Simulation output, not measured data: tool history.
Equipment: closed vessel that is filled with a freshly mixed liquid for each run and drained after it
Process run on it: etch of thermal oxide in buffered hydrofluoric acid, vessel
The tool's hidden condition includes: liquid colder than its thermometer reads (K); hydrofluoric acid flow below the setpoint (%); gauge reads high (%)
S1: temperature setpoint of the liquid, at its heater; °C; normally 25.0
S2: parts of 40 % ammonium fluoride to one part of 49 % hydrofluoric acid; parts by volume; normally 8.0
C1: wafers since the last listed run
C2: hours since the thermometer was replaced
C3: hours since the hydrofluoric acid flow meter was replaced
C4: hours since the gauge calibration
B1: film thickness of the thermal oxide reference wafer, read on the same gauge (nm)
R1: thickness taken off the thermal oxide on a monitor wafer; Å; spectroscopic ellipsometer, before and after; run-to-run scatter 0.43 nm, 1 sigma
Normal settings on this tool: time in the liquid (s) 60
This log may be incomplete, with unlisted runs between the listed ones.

Run 1, hour 0.0: usual settings but time in the liquid (s) 80; C1 0; C2 2683.8; C3 2151.1; C4 18.4; B1 129.98. Result: R1 1101.2 Å.
Run 2, hour 34.2: usual settings but time in the liquid (s) 80; C1 4116; C2 2718.0; C3 2185.3; C4 52.6; B1 130.02. Result: R1 1097.7 Å.
Run 3, hour 58.3: usual settings; C1 2900; C2 2742.1; C3 2209.4; C4 76.7; B1 129.99. Result: R1 829.8 Å.
Run 4, hour 82.8: usual settings; C1 2948; C2 2766.6; C3 2233.9; C4 101.2; B1 130.00. Result: R1 828.4 Å.
Run 5, hour 104.9: usual settings; C1 2659; C2 2788.7; C3 2256.0; C4 123.3; B1 130.01. Result: R1 819.5 Å.
Run 6, hour 129.7: usual settings but S1 23.5 °C; C1 2984; C2 2813.5; C3 2280.8; C4 148.1; B1 130.03. Result: R1 761.0 Å.
Run 7, hour 153.9: usual settings but S1 23.5 °C; C1 2912; C2 2837.7; C3 2305.0; C4 172.3; B1 129.98. Result: R1 755.9 Å.
Run 8, hour 167.4: usual settings but S1 23.5 °C; C1 1624; C2 2851.2; C3 2318.5; C4 185.8; B1 130.04. Result: R1 759.9 Å.
Run 9, hour 192.1: usual settings; C1 2972; C2 2875.9; C3 2343.2; C4 210.5; B1 130.00. Result: R1 826.4 Å.
Run 10, hour 217.9: usual settings; C1 3105; C2 2901.7; C3 2369.0; C4 236.3; B1 129.96. Result: R1 817.9 Å.
Run 11, hour 242.5: usual settings; C1 2960; C2 2926.3; C3 2393.6; C4 260.9; B1 130.00. Result: R1 816.3 Å.
At hour 270.4: gauge calibrated.
Run 12, hour 276.6: usual settings but S2 5.0 parts by volume, time in the liquid (s) 30; C1 4104; C2 2960.4; C3 2427.7; C4 6.2; B1 129.98. Result: R1 627.3 Å.
Run 13, hour 312.0: usual settings but S1 27.0 °C; C1 4260; C2 2995.8; C3 2463.1; C4 41.6; B1 130.00. Result: R1 908.7 Å.
Run 14, hour 346.7: usual settings but S1 29.0 °C; C1 4176; C2 3030.5; C3 2497.8; C4 76.3; B1 129.99. Result: R1 1015.1 Å.
Run 15, hour 359.6: usual settings but S2 7.0 parts by volume, time in the liquid (s) 85; C1 1552; C2 3043.4; C3 2510.7; C4 89.2; B1 129.99. Result: R1 1334.0 Å.
At hour 377.5: thermometer replaced.
At hour 380.4: hydrofluoric acid flow meter replaced.
Run 16, hour 425.3: usual settings; C1 7666; C2 47.8; C3 44.9; C4 154.9; B1 130.00. Result: R1 940.0 Å.
Run 17, hour 455.5: usual settings but S2 6.5 parts by volume; C1 3634; C2 78.0; C3 75.1; C4 185.1; B1 129.97. Result: R1 1159.9 Å.
Run 18, hour 479.8: usual settings but S1 22.0 °C, S2 5.5 parts by volume, time in the liquid (s) 85; C1 2924; C2 102.3; C3 99.4; C4 209.4; B1 130.00. Result: R1 1602.2 Å.
Run 19, hour 492.0: usual settings but S2 9.5 parts by volume, time in the liquid (s) 40; C1 1468; C2 114.5; C3 111.6; C4 221.6; B1 129.96. Result: R1 533.4 Å.
Run 20, hour 512.9: usual settings; C1 2515; C2 135.4; C3 132.5; C4 242.5; B1 129.98. Result: R1 939.3 Å.
Run 21, hour 532.4: usual settings but S1 29.0 °C, S2 5.5 parts by volume; C1 2346; C2 154.9; C3 152.0; C4 262.0; B1 130.05. Result: R1 1662.4 Å.
Run 22, hour 566.5: usual settings; C1 4104; C2 189.0; C3 186.1; C4 296.1; B1 129.99. Result: R1 936.9 Å.

Consider 3 possible next runs. They are alternatives, not a sequence: every one starts from the tool as it was left by run 22. What does each give?
Run A, hour 567.2: usual settings; C1 84; C2 189.7; C3 186.8; C4 296.8; B1 ?. Result: R1 ?.
Run B, hour 567.2: usual settings but S1 21.0 °C, S2 9.5 parts by volume; C1 84; C2 189.7; C3 186.8; C4 296.8; B1 ?. Result: R1 ?.
Run C, hour 567.2: usual settings but S1 26.5 °C, S2 6.0 parts by volume, time in the liquid (s) 45; C1 84; C2 189.7; C3 186.8; C4 296.8; B1 ?. Result: R1 ?.

run      B1      R1
  A  130.04   939.8
  B  130.04   641.5
  C  130.04  1008.9
With no hidden state in the tool, these same runs would have given:
run      R1
  A   962.4
  B   657.4
  C  1033.0
